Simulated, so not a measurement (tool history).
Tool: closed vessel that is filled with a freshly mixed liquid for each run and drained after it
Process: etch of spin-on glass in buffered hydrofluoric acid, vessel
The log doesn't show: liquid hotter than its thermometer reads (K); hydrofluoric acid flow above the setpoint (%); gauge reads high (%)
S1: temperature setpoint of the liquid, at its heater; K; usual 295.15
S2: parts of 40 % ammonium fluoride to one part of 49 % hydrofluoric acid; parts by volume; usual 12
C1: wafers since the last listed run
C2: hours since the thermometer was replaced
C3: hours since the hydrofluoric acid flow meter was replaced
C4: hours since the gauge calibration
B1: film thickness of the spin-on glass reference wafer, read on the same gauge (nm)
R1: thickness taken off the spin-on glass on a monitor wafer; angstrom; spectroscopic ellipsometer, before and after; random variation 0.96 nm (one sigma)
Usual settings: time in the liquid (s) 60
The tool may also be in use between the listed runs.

{"run": 1, "hour": 0.0, "S1": 295.15, "S2": 12, "time in the liquid (s)": 60, "C1": 0, "C2": 2016.5, "C3": 464.5, "C4": 122.2, "B1": 69.99, "R1": 1540.2}
{"run": 2, "hour": 11.1, "S1": 295.15, "S2": 12, "time in the liquid (s)": 60, "C1": 1254, "C2": 2027.6, "C3": 475.6, "C4": 133.3, "B1": 70, "R1": 1548.8}
{"run": 3, "hour": 25.2, "S1": 297.65, "S2": 12, "time in the liquid (s)": 45, "C1": 1594, "C2": 2041.7, "C3": 489.7, "C4": 147.4, "B1": 70.02, "R1": 1340.5}
{"run": 4, "hour": 36.5, "S1": 295.15, "S2": 12, "time in the liquid (s)": 60, "C1": 1277, "C2": 2053, "C3": 501, "C4": 158.7, "B1": 69.98, "R1": 1551.3}
{"hour": 40.8, "done": "gauge calibrated"}
{"run": 5, "hour": 53.1, "S1": 295.15, "S2": 12, "time in the liquid (s)": 60, "C1": 1876, "C2": 2069.6, "C3": 517.6, "C4": 12.3, "B1": 70.01, "R1": 1579.7}
{"run": 6, "hour": 67.2, "S1": 295.15, "S2": 12, "time in the liquid (s)": 60, "C1": 1594, "C2": 2083.7, "C3": 531.7, "C4": 26.4, "B1": 70, "R1": 1569.7}
{"run": 7, "hour": 100.6, "S1": 298.15, "S2": 12, "time in the liquid (s)": 35, "C1": 3775, "C2": 2117.1, "C3": 565.1, "C4": 59.8, "B1": 69.98, "R1": 1072.4}
{"run": 8, "hour": 112.9, "S1": 298.15, "S2": 12, "time in the liquid (s)": 35, "C1": 1390, "C2": 2129.4, "C3": 577.4, "C4": 72.1, "B1": 70, "R1": 1094}
{"run": 9, "hour": 127.0, "S1": 298.15, "S2": 12, "time in the liquid (s)": 35, "C1": 1594, "C2": 2143.5, "C3": 591.5, "C4": 86.2, "B1": 70.02, "R1": 1098.4}
{"run": 10, "hour": 143.8, "S1": 295.15, "S2": 12, "time in the liquid (s)": 60, "C1": 1899, "C2": 2160.3, "C3": 608.3, "C4": 103, "B1": 70.01, "R1": 1583.2}
{"run": 11, "hour": 154.3, "S1": 299.65, "S2": 14.5, "time in the liquid (s)": 40, "C1": 1187, "C2": 2170.8, "C3": 618.8, "C4": 113.5, "B1": 70.02, "R1": 1132.8}
{"hour": 162.2, "done": "hydrofluoric acid flow meter replaced"}
{"run": 12, "hour": 171.4, "S1": 290.65, "S2": 12, "time in the liquid (s)": 45, "C1": 1820, "C2": 2187.9, "C3": 9.2, "C4": 130.6, "B1": 70.01, "R1": 849.5}
{"hour": 174.4, "done": "thermometer replaced"}
{"run": 13, "hour": 184.3, "S1": 295.15, "S2": 12, "time in the liquid (s)": 60, "C1": 1345, "C2": 9.9, "C3": 22.1, "C4": 143.5, "B1": 70.02, "R1": 1434.8}
{"run": 14, "hour": 200.1, "S1": 295.15, "S2": 14.5, "time in the liquid (s)": 60, "C1": 1786, "C2": 25.7, "C3": 37.9, "C4": 159.3, "B1": 70, "R1": 1203.3}
{"hour": 215.6, "done": "gauge calibrated"}
{"run": 15, "hour": 217.6, "S1": 295.15, "S2": 12, "time in the liquid (s)": 60, "C1": 1978, "C2": 43.2, "C3": 55.4, "C4": 2, "B1": 70, "R1": 1458}
{"run": 16, "hour": 233.6, "S1": 293.65, "S2": 10.5, "time in the liquid (s)": 90, "C1": 1808, "C2": 59.2, "C3": 71.4, "C4": 18, "B1": 70.03, "R1": 2280.4}
{"run": 17, "hour": 250.1, "S1": 295.15, "S2": 17, "time in the liquid (s)": 60, "C1": 1865, "C2": 75.7, "C3": 87.9, "C4": 34.5, "B1": 69.99, "R1": 1032.6}
{"run": 18, "hour": 259.3, "S1": 299.65, "S2": 10.5, "time in the liquid (s)": 85, "C1": 1040, "C2": 84.9, "C3": 97.1, "C4": 43.7, "B1": 70, "R1": 3033.1}
{"run": 19, "hour": 273.3, "S1": 290.15, "S2": 15, "time in the liquid (s)": 95, "C1": 1582, "C2": 98.9, "C3": 111.1, "C4": 57.7, "B1": 70.01, "R1": 1420}
{"run": 20, "hour": 308.7, "S1": 299.65, "S2": 10.5, "time in the liquid (s)": 85, "C1": 4001, "C2": 134.3, "C3": 146.5, "C4": 93.1, "B1": 69.98, "R1": 3063.4}

5 ways to go on from here, each from the tool as it stands after run 20. What would each give?
{"run": "A", "hour": 309.4, "S1": 295.15, "S2": 12, "time in the liquid (s)": 60, "C1": 79, "C2": 135, "C3": 147.2, "C4": 93.8, "B1": "?", "R1": "?"}
{"run": "B", "hour": 309.4, "S1": 298.65, "S2": 15.5, "time in the liquid (s)": 40, "C1": 79, "C2": 135, "C3": 147.2, "C4": 93.8, "B1": "?", "R1": "?"}
{"run": "C", "hour": 309.4, "S1": 292.15, "S2": 13.5, "time in the liquid (s)": 60, "C1": 79, "C2": 135, "C3": 147.2, "C4": 93.8, "B1": "?", "R1": "?"}
{"run": "D", "hour": 309.4, "S1": 295.15, "S2": 10.5, "time in the liquid (s)": 80, "C1": 79, "C2": 135, "C3": 147.2, "C4": 93.8, "B1": "?", "R1": "?"}
{"run": "E", "hour": 309.4, "S1": 290.65, "S2": 12, "time in the liquid (s)": 60, "C1": 79, "C2": 135, "C3": 147.2, "C4": 93.8, "B1": "?", "R1": "?"}

run=A B1=69.98 R1=1473.2
run=B B1=69.98 R1=925.6
run=C B1=69.98 R1=1110.4
run=D B1=69.98 R1=2237.4
run=E B1=69.98 R1=1144.5
Without the tool's hidden state the same runs would have given:
run=A R1=1414.7
run=B R1=888.6
run=C R1=1066
run=D R1=2148.8
run=E R1=1099
